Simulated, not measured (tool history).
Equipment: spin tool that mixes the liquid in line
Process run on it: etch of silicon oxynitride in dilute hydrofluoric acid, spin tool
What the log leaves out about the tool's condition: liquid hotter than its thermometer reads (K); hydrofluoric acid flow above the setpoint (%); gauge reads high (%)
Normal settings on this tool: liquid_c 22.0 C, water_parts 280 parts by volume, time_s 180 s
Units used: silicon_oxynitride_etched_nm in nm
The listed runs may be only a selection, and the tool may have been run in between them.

| run | hour | liquid_c | water_parts | time_s | wafers since the last listed run | hours since the thermometer was replaced | hours since the hydrofluoric acid flow meter was replaced | hours since the gauge calibration | read-back film thickness of the silicon oxynitride reference wafer, read on the same gauge (nm) | silicon_oxynitride_etched_nm |
|---|---|---|---|---|---|---|---|---|---|---|
| 1 | 0.0 | 22.0 | 280 | 180 | 0 | 1462.2 | 814.9 | 207.6 | 50.030 | 1.407 |
| 2 | 29.2 | 22.0 | 280 | 180 | 179 | 1491.4 | 844.1 | 236.8 | 49.984 | 1.402 |
| 3 | 44.1 | 24.0 | 280 | 180 | 91 | 1506.3 | 859.0 | 251.7 | 49.968 | 1.529 |
| 4 | 60.4 | 24.0 | 280 | 180 | 100 | 1522.6 | 875.3 | 268.0 | 49.985 | 1.520 |
| 5 | 72.4 | 24.5 | 280 | 180 | 73 | 1534.6 | 887.3 | 280.0 | 50.018 | 1.556 |
| 6 | 102.9 | 24.5 | 280 | 180 | 187 | 1565.1 | 917.8 | 310.5 | 49.973 | 1.605 |
| 7 | 129.8 | 25.0 | 280 | 180 | 165 | 1592.0 | 944.7 | 337.4 | 50.022 | 1.645 |
| 8 | 162.2 | 25.0 | 280 | 180 | 199 | 1624.4 | 977.1 | 369.8 | 50.003 | 1.637 |
| 9 | 189.6 | 23.0 | 280 | 180 | 168 | 1651.8 | 1004.5 | 397.2 | 49.929 | 1.479 |
| 10 | 222.8 | 23.0 | 280 | 180 | 203 | 1685.0 | 1037.7 | 430.4 | 50.022 | 1.480 |
| 11 | 246.6 | 22.0 | 280 | 180 | 146 | 1708.8 | 1061.5 | 454.2 | 50.012 | 1.370 |
| 12 | 259.9 | 22.0 | 280 | 180 | 81 | 1722.1 | 1074.8 | 467.5 | 50.004 | 1.463 |
| 13 | 295.6 | 23.5 | 420 | 180 | 219 | 1757.8 | 1110.5 | 503.2 | 50.007 | 0.957 |
| 14 | 313.1 | 25.5 | 415 | 180 | 107 | 1775.3 | 1128.0 | 520.7 | 50.032 | 1.061 |
| 15 | 344.7 | 20.0 | 375 | 180 | 194 | 1806.9 | 1159.6 | 552.3 | 49.986 | 0.936 |
|  | 363.5 | hydrofluoric acid flow meter replaced |
| 16 | 364.0 | 19.0 | 215 | 180 | 112 | 1826.2 | 0.5 | 571.6 | 49.987 | 1.492 |
|  | 367.2 | gauge calibrated |
| 17 | 398.7 | 19.5 | 415 | 245 | 213 | 1860.9 | 35.2 | 31.5 | 49.997 | 0.954 |
| 18 | 414.7 | 18.0 | 280 | 180 | 98 | 1876.9 | 51.2 | 47.5 | 49.992 | 1.010 |
|  | 422.6 | thermometer replaced |
| 19 | 449.1 | 22.0 | 325 | 70 | 205 | 26.5 | 85.6 | 81.9 | 49.976 | 0.412 |

For run 20, what comes out?
| 20 | 494.1 | 22.0 | 335 | 180 | 276 | 71.5 | 130.6 | 126.9 | ? | ? |

Logged for run 20: read-back film thickness of the silicon oxynitride reference wafer, read on the same gauge (nm) 50.005, silicon_oxynitride_etched_nm 1.005 nm.
Were there no unlogged condition in the tool, this run, its random variation unchanged, would have produced silicon_oxynitride_etched_nm 0.981 nm.

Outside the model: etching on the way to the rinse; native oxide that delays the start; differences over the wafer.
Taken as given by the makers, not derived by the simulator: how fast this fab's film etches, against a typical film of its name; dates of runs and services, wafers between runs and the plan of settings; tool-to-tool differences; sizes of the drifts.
